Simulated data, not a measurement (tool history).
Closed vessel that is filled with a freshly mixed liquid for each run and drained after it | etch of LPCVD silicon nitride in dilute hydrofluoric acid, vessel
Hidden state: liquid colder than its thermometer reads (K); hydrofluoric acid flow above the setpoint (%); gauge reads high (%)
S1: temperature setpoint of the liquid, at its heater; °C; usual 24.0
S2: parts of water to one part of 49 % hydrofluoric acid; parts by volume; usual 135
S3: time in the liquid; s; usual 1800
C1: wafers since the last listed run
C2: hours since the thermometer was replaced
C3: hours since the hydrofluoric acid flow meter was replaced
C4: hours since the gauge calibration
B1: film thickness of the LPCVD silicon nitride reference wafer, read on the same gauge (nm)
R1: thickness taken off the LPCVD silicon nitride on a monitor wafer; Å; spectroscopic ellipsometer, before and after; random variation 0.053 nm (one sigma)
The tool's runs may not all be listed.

| run | day | S1 | S2 | S3 | C1 | C2 | C3 | C4 | B1 | R1 |
|---|---|---|---|---|---|---|---|---|---|---|
| 1 | 0.000 | 27.0 | 135 | 1800 | 0 | 1161.4 | 654.0 | 736.8 | 99.98 | 74.9 |
| 2 | 4.250 | 24.0 | 135 | 1800 | 5148 | 1263.4 | 756.0 | 838.8 | 99.98 | 60.8 |
| 3 | 6.583 | 24.0 | 135 | 1800 | 2826 | 1319.4 | 812.0 | 894.8 | 100.01 | 60.9 |
| 4 | 10.325 | 24.0 | 135 | 1800 | 4532 | 1409.2 | 901.8 | 984.6 | 100.03 | 60.6 |
| 5 | 13.208 | 24.0 | 135 | 1800 | 3492 | 1478.4 | 971.0 | 1053.8 | 99.99 | 60.8 |
| 6 | 16.025 | 24.0 | 135 | 1800 | 3411 | 1546.0 | 1038.6 | 1121.4 | 99.98 | 61.7 |
|  | 16.183 | hydrofluoric acid flow meter replaced |
| 7 | 20.162 | 24.0 | 135 | 1800 | 4961 | 1645.3 | 95.5 | 1220.7 | 99.98 | 61.3 |
| 8 | 23.783 | 24.0 | 135 | 1475 | 4386 | 1732.2 | 182.4 | 1307.6 | 100.01 | 49.9 |
| 9 | 25.675 | 24.0 | 135 | 1475 | 2291 | 1777.6 | 227.8 | 1353.0 | 99.99 | 49.2 |
| 10 | 27.679 | 24.0 | 135 | 1800 | 2427 | 1825.7 | 275.9 | 1401.1 | 99.99 | 60.8 |
| 11 | 30.325 | 24.0 | 135 | 1800 | 3205 | 1889.2 | 339.4 | 1464.6 | 99.99 | 62.0 |
| 12 | 33.067 | 24.0 | 135 | 1800 | 3321 | 1955.0 | 405.2 | 1530.4 | 100.00 | 60.9 |
|  | 36.125 | gauge calibrated |
| 13 | 37.188 | 28.5 | 160 | 1800 | 4991 | 2053.9 | 504.1 | 25.5 | 100.01 | 69.0 |
| 14 | 40.442 | 26.0 | 135 | 1800 | 3941 | 2132.0 | 582.2 | 103.6 | 99.99 | 70.3 |
| 15 | 42.196 | 24.0 | 70 | 1800 | 2124 | 2174.1 | 624.3 | 145.7 | 100.00 | 116.0 |
| 16 | 45.533 | 24.0 | 135 | 1800 | 4042 | 2254.2 | 704.4 | 225.8 | 100.00 | 60.0 |
| 17 | 49.583 | 24.0 | 135 | 2655 | 4905 | 2351.4 | 801.6 | 323.0 | 99.97 | 89.6 |
|  | 49.792 | thermometer replaced |
| 18 | 52.275 | 26.5 | 135 | 1800 | 3210 | 59.6 | 866.2 | 387.6 | 100.00 | 71.6 |
|  | 62.433 | hydrofluoric acid flow meter replaced |
| 19 | 65.196 | 24.0 | 135 | 1800 | 15601 | 369.7 | 66.3 | 697.7 | 99.99 | 61.4 |
| 20 | 68.779 | 26.5 | 110 | 2815 | 4340 | 455.7 | 152.3 | 783.7 | 100.00 | 140.2 |
| 21 | 70.604 | 29.0 | 110 | 1290 | 2210 | 499.5 | 196.1 | 827.5 | 99.98 | 73.8 |
| 22 | 74.329 | 29.0 | 185 | 2430 | 4512 | 588.9 | 285.5 | 916.9 | 100.01 | 82.6 |
| 23 | 77.983 | 22.0 | 80 | 1055 | 4426 | 676.6 | 373.2 | 1004.6 | 99.99 | 52.6 |
| 24 | 79.488 | 24.0 | 135 | 2655 | 1822 | 712.7 | 409.3 | 1040.7 | 99.99 | 91.8 |
| 25 | 83.579 | 24.0 | 80 | 2515 | 4956 | 810.9 | 507.5 | 1138.9 | 100.02 | 145.1 |

How the hidden state differs across the entries between the runs, from the last listed run before each to the first after it:
Between runs 6 and 7: hydrofluoric acid flow meter replaced (day 16.183)
  no hidden state differs between the two runs
Between runs 12 and 13: gauge calibrated (day 36.125)
  no hidden state differs between the two runs
Between runs 17 and 18: thermometer replaced (day 49.792)
  no hidden state differs between the two runs
Between runs 18 and 19: hydrofluoric acid flow meter replaced (day 62.433)
  no hidden state differs between the two runs

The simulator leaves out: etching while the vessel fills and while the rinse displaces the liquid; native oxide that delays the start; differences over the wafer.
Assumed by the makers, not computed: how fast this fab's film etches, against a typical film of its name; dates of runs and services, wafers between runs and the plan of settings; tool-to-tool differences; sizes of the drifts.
